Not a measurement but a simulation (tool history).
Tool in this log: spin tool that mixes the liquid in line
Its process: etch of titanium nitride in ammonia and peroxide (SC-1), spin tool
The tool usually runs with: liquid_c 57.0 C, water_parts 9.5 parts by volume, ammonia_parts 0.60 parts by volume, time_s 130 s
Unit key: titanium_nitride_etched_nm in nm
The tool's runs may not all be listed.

run   hour  liquid_c  water_parts  ammonia_parts  time_s  wafers since the last listed run  hours since the thermometer was replaced  hours since the ammonia flow meter was replaced  hours since the heated supply line was repaired  hours since the drum of ammonia solution was connected  hours since the gauge calibration  read-back film thickness of the titanium nitride reference wafer, read on the same gauge (nm)  titanium_nitride_etched_nm
  1    0.0      53.5         11.0           0.60     130                                 0                                      80.0                                            845.5                                            238.3                                                  1220.7                              256.0                                                                                         121.49                        9.61
  2   35.5      57.0          9.5           0.60     160                               387                                     115.5                                            881.0                                            273.8                                                  1256.2                              291.5                                                                                         121.61                       16.19
  3   60.6      50.0         14.5           0.60     130                               274                                     140.6                                            906.1                                            298.9                                                  1281.3                              316.6                                                                                         121.75                        6.52
      83.2  -- new drum of ammonia solution connected
  4  145.3      57.0          9.5           0.60      50                               914                                     225.3                                            990.8                                            383.6                                                    62.1                              401.3                                                                                         122.12                        5.04
  5  157.9      57.0          9.5           0.60     130                               137                                     237.9                                           1003.4                                            396.2                                                    74.7                              413.9                                                                                         122.21                       13.12
  6  175.0      57.0          9.5           0.70      80                               186                                     255.0                                           1020.5                                            413.3                                                    91.8                              431.0                                                                                         122.26                        8.30
  7  191.5      57.0          9.5           0.60     130                               180                                     271.5                                           1037.0                                            429.8                                                   108.3                              447.5                                                                                         122.34                       13.31
  8  210.5      66.5         11.5           0.35      65                               207                                     290.5                                           1056.0                                            448.8                                                   127.3                              466.5                                                                                         122.44                       10.06
  9  243.8      57.0         13.0           0.60     130                               363                                     323.8                                           1089.3                                            482.1                                                   160.6                              499.8                                                                                         122.61                       11.21
 10  259.0      47.5         14.0           0.60     130                               166                                     339.0                                           1104.5                                            497.3                                                   175.8                              515.0                                                                                         122.68                        5.63
 11  272.6      51.0         12.0           0.75     130                               148                                     352.6                                           1118.1                                            510.9                                                   189.4                              528.6                                                                                         122.69                        8.11
     304.4  -- ammonia flow meter replaced
 12  304.9      57.0          9.5           0.60     130                               341                                     384.9                                              0.5                                            543.2                                                   221.7                              560.9                                                                                         122.86                       13.29
 13  320.7      53.5         11.5           0.60     130                               172                                     400.7                                             16.3                                            559.0                                                   237.5                              576.7                                                                                         122.89                        9.48
 14  341.3      51.5          9.5           0.60     130                               225                                     421.3                                             36.9                                            579.6                                                   258.1                              597.3                                                                                         123.04                        9.14
 15  363.3      57.0          9.5           0.60     130                               240                                     443.3                                             58.9                                            601.6                                                   280.1                              619.3                                                                                         123.15                       13.34
 16  381.8      47.0          9.5           0.40     130                               202                                     461.8                                             77.4                                            620.1                                                   298.6                              637.8                                                                                         123.15                        6.26
 17  403.7      57.0          6.0           0.60     130                               239                                     483.7                                             99.3                                            642.0                                                   320.5                              659.7                                                                                         123.28                       16.79
 18  417.2      57.0          9.5           0.60     130                               147                                     497.2                                            112.8                                            655.5                                                   334.0                              673.2                                                                                         123.38                       13.31
 19  432.3      53.0          9.5           0.35     130                               164                                     512.3                                            127.9                                            670.6                                                   349.1                              688.3                                                                                         123.41                        9.28
 20  460.1      65.0          9.5           0.60     130                               303                                     540.1                                            155.7                                            698.4                                                   376.9                              716.1                                                                                         123.53                       22.51
 21  483.2      64.0         13.5           0.75     175                               252                                     563.2                                            178.8                                            721.5                                                   400.0                              739.2                                                                                         123.66                       24.50
 22  503.7      53.0          9.5           0.60     130                               223                                     583.7                                            199.3                                            742.0                                                   420.5                              759.7                                                                                         123.70                       10.23
 23  522.5      57.0         14.0           0.85     130                               205                                     602.5                                            218.1                                            760.8                                                   439.3                              778.5                                                                                         123.78                       11.57
 24  551.1      57.0          9.5           0.60     130                               312                                     631.1                                            246.7                                            789.4                                                   467.9                              807.1                                                                                         123.90                       13.45

4 ways to go on from here, each from the tool as it stands after run 24. What would each give?
  A  551.6      57.0          9.5           0.50     130                                 5                                     631.6                                            247.2                                            789.9                                                   468.4                              807.6                                                                                              ?                           ?
  B  551.6      57.0         11.5           0.60      55                                 5                                     631.6                                            247.2                                            789.9                                                   468.4                              807.6                                                                                              ?                           ?
  C  551.6      57.0          9.5           0.75     160                                 5                                     631.6                                            247.2                                            789.9                                                   468.4                              807.6                                                                                              ?                           ?
  D  551.6      63.0          9.5           0.60     155                                 5                                     631.6                                            247.2                                            789.9                                                   468.4                              807.6                                                                                              ?                           ?

run  read-back film thickness of the titanium nitride reference wafer, read on the same gauge (nm)  titanium_nitride_etched_nm
  A                                                                                         123.96                       12.95
  B                                                                                         123.96                        5.12
  C                                                                                         123.96                       17.06
  D                                                                                         123.96                       23.61
Without the tool's unlogged condition, the same runs would have read:
run  titanium_nitride_etched_nm
  A                       12.54
  B                        4.96
  C                       16.52
  D                       22.86
